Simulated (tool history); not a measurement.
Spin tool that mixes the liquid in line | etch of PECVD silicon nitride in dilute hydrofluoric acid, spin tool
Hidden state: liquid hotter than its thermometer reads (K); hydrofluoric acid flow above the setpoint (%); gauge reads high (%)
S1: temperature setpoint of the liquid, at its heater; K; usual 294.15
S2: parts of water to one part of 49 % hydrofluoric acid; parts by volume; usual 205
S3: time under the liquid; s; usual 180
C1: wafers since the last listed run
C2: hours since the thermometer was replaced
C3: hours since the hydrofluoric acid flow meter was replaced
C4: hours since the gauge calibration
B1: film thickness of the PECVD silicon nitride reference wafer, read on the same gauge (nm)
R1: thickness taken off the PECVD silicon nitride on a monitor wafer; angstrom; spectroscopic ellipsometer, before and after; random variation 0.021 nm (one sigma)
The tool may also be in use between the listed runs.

run   hour      S1   S2   S3   C1      C2      C3     C4      B1     R1
  1      0  294.15  205  235    0  2072.2  2522.7  670.4  29.982  19.64
  2   97.2  294.15  205  245  559  2169.4  2619.9  767.6   29.99  21.09
  3  134.8  294.15  205  245  216    2207  2657.5  805.2  29.995  20.45
  4  200.7  294.15  205  255  379  2272.9  2723.4  871.1  29.983  21.86
  5  229.5  294.15  205  180  165  2301.7  2752.2  899.9  30.001  15.46
     243.7  -- gauge calibrated
       271  -- hydrofluoric acid flow meter replaced
  6    296  294.15  205  180  377  2368.2      25   52.3  30.017  15.84
     330.3  -- thermometer replaced
  7  366.1  294.15  205  180  398    35.8    95.1  122.4  30.026  13.01
  8  405.7  294.15  145  180  228    75.4   134.7    162   29.97  18.46
  9  473.4  296.65  255   75  389   143.1   202.4  229.7  29.986   5.22
 10  503.9  294.15  205  180  175   173.6   232.9  260.2  29.999  13.67
 11  574.9  294.15  205  180  408   244.6   303.9  331.2  29.984  13.13
 12  612.8  299.15  285  180  218   282.5   341.8  369.1  29.998  13.51
 13  679.6  291.15  260  150  384   349.3   408.6  435.9  30.017   7.32
 14    734  291.65  205  230  313   403.7     463  490.3  29.974  14.74

Hidden state at the last listed run before each entry between runs and at the first one after, where it differs:
Between runs 5 and 6: gauge calibrated (hour 243.7); hydrofluoric acid flow meter replaced (hour 271)
  liquid hotter than its thermometer reads (K): 2.64 -> 2.72
  measured less the result without the state, R1: +2.41 -> +2.54 angstrom
Between runs 6 and 7: thermometer replaced (hour 330.3)
  liquid hotter than its thermometer reads (K): 2.72 -> 0.262
  measured less the result without the state, R1: +2.54 -> +0.22 angstrom

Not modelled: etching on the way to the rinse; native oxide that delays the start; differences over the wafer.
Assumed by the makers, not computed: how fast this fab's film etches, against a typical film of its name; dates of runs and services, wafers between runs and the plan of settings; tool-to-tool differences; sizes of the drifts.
